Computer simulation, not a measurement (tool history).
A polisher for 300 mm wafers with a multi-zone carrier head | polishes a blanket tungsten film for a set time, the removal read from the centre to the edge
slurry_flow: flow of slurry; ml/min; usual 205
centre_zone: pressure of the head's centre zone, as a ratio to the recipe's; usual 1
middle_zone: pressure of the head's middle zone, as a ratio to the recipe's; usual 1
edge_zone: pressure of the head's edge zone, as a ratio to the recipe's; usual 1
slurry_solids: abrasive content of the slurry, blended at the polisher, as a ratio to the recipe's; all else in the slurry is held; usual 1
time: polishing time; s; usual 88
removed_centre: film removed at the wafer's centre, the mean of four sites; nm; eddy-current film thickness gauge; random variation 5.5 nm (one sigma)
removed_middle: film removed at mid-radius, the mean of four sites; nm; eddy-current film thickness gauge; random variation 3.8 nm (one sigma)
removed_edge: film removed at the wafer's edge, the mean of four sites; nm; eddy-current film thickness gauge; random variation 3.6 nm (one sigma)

| run | hour | slurry_flow | centre_zone | middle_zone | edge_zone | slurry_solids | time | wafers since the last listed run | wafers polished on this pad | hours since the slurry nozzle was cleaned | hours since the centre zone pressure was calibrated | hours since the edge zone pressure was calibrated | hours since the carrier head's membrane was replaced | incoming thickness of the incoming film, nm | removed_centre | removed_middle | removed_edge |
|---|---|---|---|---|---|---|---|---|---|---|---|---|---|---|---|---|---|
| 1 | 0 | 205 | 1 | 1 | 1 | 0.75 | 88 | 0 | 3067 | 221.6 | 293.2 | 364.5 | 284.2 | 1489.5 | 422.3 | 419.3 | 424.5 |
| 2 | 52 | 205 | 1 | 1 | 1 | 0.8 | 88 | 643 | 3710 | 273.6 | 345.2 | 416.5 | 336.2 | 1453.3 | 426.5 | 430.5 | 430.4 |
| 3 | 123.5 | 205 | 1 | 1.05 | 1 | 1.1 | 88 | 884 | 4595 | 345.1 | 416.7 | 488 | 407.7 | 1469.6 | 456.3 | 476.3 | 466.6 |
|  | 161.3 | edge zone pressure recalibrated |
| 4 | 167 | 205 | 1 | 1 | 0.94 | 1 | 69 | 513 | 5109 | 388.6 | 460.2 | 5.7 | 451.2 | 1470.3 | 347.6 | 355.5 | 342 |
| 5 | 198.5 | 205 | 1 | 1 | 1 | 1 | 112 | 389 | 5498 | 420.1 | 491.7 | 37.2 | 482.7 | 1469.9 | 543.8 | 571.8 | 574.9 |
|  | 221.9 | worn pad replaced by a new one |
| 6 | 265.3 | 205 | 1 | 1 | 1 | 1 | 88 | 777 | 536 | 486.9 | 558.5 | 104 | 549.5 | 1481.1 | 437.8 | 452.2 | 454.5 |
| 7 | 318.5 | 155 | 1.03 | 1 | 1 | 1 | 101 | 658 | 1195 | 540.1 | 611.7 | 157.2 | 602.7 | 1458.4 | 486 | 488.4 | 501 |
| 8 | 386.6 | 140 | 1 | 1.06 | 1 | 1.15 | 103 | 842 | 2037 | 608.2 | 679.8 | 225.3 | 670.8 | 1468.7 | 480.4 | 528.2 | 518.1 |
| 9 | 445.9 | 205 | 1 | 0.89 | 1 | 1 | 88 | 733 | 2771 | 667.5 | 739.1 | 284.6 | 730.1 | 1474.3 | 424.2 | 412.5 | 457.2 |
|  | 457.7 | slurry nozzle cleaned |
| 10 | 479.2 | 205 | 1 | 1 | 1.08 | 1 | 88 | 399 | 3171 | 21.5 | 772.4 | 317.9 | 763.4 | 1460.1 | 439.2 | 450.8 | 474.7 |
| 11 | 542.7 | 205 | 0.97 | 1 | 1.04 | 1 | 88 | 785 | 3956 | 85 | 835.9 | 381.4 | 826.9 | 1464.7 | 421.7 | 446.7 | 463 |
| 12 | 579.1 | 145 | 1 | 1 | 1 | 1 | 88 | 450 | 4407 | 121.4 | 872.3 | 417.8 | 863.3 | 1455.7 | 395 | 420.8 | 427.5 |
|  | 613.9 | edge zone pressure recalibrated |
| 13 | 648.1 | 205 | 1 | 1 | 0.9 | 1 | 88 | 828 | 5236 | 190.4 | 941.3 | 34.2 | 932.3 | 1446.1 | 415 | 449 | 426.4 |
| 14 | 672.6 | 205 | 1 | 1 | 1 | 1 | 88 | 303 | 5539 | 214.9 | 965.8 | 58.7 | 956.8 | 1441.5 | 413.3 | 453.9 | 456 |
|  | 688.5 | worn pad replaced by a new one |
| 15 | 728.4 | 205 | 1 | 1 | 1 | 1 | 64 | 640 | 494 | 270.7 | 1021.6 | 114.5 | 1012.6 | 1482.2 | 295.1 | 328.9 | 328.7 |
|  | 748.8 | centre zone pressure recalibrated |
| 16 | 767.6 | 205 | 1 | 1 | 1 | 1 | 88 | 460 | 954 | 309.9 | 18.8 | 153.7 | 1051.8 | 1472.6 | 441.4 | 456 | 451 |
| 17 | 819.1 | 205 | 1 | 1 | 1.12 | 1 | 88 | 637 | 1591 | 361.4 | 70.3 | 205.2 | 1103.3 | 1441 | 428.5 | 452 | 479.9 |
| 18 | 843.2 | 205 | 0.96 | 1 | 1 | 1 | 88 | 298 | 1889 | 385.5 | 94.4 | 229.3 | 1127.4 | 1460.6 | 426.1 | 450.7 | 450.8 |
| 19 | 906.7 | 205 | 1 | 1.09 | 1 | 1 | 88 | 785 | 2675 | 449 | 157.9 | 292.8 | 1190.9 | 1452.5 | 439.9 | 485.5 | 451.1 |
| 20 | 943.6 | 205 | 1 | 1 | 0.96 | 1 | 88 | 456 | 3132 | 485.9 | 194.8 | 329.7 | 1227.8 | 1474.9 | 430.7 | 445.3 | 440.2 |

Forecast each of these 5 alternatives for the next run:
| A | 944.1 | 205 | 1 | 1 | 1 | 1.1 | 88 | 6 | 3138 | 486.4 | 195.3 | 330.2 | 1228.3 | 1483.7 | ? | ? | ? |
| B | 944.1 | 225 | 1 | 1 | 1.05 | 1 | 88 | 6 | 3138 | 486.4 | 195.3 | 330.2 | 1228.3 | 1483.7 | ? | ? | ? |
| C | 944.1 | 205 | 1 | 0.95 | 1 | 0.7 | 88 | 6 | 3138 | 486.4 | 195.3 | 330.2 | 1228.3 | 1483.7 | ? | ? | ? |
| D | 944.1 | 275 | 1 | 0.95 | 1 | 1 | 88 | 6 | 3138 | 486.4 | 195.3 | 330.2 | 1228.3 | 1483.7 | ? | ? | ? |
| E | 944.1 | 275 | 1 | 1 | 1 | 0.85 | 62 | 6 | 3138 | 486.4 | 195.3 | 330.2 | 1228.3 | 1483.7 | ? | ? | ? |

| run | removed_centre | removed_middle | removed_edge |
|---|---|---|---|
| A | 453.9 | 460 | 464 |
| B | 451 | 456.3 | 469.8 |
| C | 410.5 | 399.1 | 420 |
| D | 463.6 | 448.8 | 467.7 |
| E | 315.1 | 317.9 | 317.6 |
Without the tool's hidden state the same runs would have given:
| run | removed_centre | removed_middle | removed_edge |
|---|---|---|---|
| A | 462.9 | 460 | 464 |
| B | 460 | 456.3 | 469.8 |
| C | 418.6 | 399.1 | 420 |
| D | 472.8 | 448.7 | 467.7 |
| E | 321.3 | 317.9 | 317.6 |

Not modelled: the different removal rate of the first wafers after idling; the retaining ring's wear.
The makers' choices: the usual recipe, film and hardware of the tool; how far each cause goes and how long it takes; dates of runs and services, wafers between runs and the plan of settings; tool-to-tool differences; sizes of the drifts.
